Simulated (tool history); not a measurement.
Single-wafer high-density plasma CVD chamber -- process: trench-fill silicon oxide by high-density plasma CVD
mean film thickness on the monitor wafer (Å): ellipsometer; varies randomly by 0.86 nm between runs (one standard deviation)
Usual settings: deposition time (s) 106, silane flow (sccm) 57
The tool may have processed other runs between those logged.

run   hour  deposition time (s)  silane flow (sccm)  read-back reference wafer on the same gauge, thickness_nm  mean film thickness on the monitor wafer (Å)
  1    0.0                  106                  57                                                    574.873                                       5452.13
  2   10.1                  106                  51                                                    575.018                                       4855.35
  3   27.3                  106                  51                                                    574.913                                       4846.53
  4   36.0                  106                  57                                                    574.841                                       5412.99
  5   48.0                  106                  57                                                    574.793                                       5422.42
      62.2  -- gauge calibrated
      67.4  -- silane flow controller replaced
  6   67.9                  106                  57                                                    575.025                                       5764.16
  7   71.2                  106                  57                                                    575.122                                       5766.90
  8   82.4                  126                  67                                                    574.852                                       8062.04
  9   98.8                  106                  50                                                    575.089                                       5072.28
 10  107.4                  106                  51                                                    575.153                                       5157.81

Run 11, settings as shown, results not yet in. Your forecast:
 11  116.2                   89                  57                                                          ?                                             ?

read-back reference wafer on the same gauge, thickness_nm: 574.978
mean film thickness on the monitor wafer (Å): 4846.80
With the hidden condition absent and the run-to-run variation left alone, this run would have shown mean film thickness on the monitor wafer (Å) 4791.21.
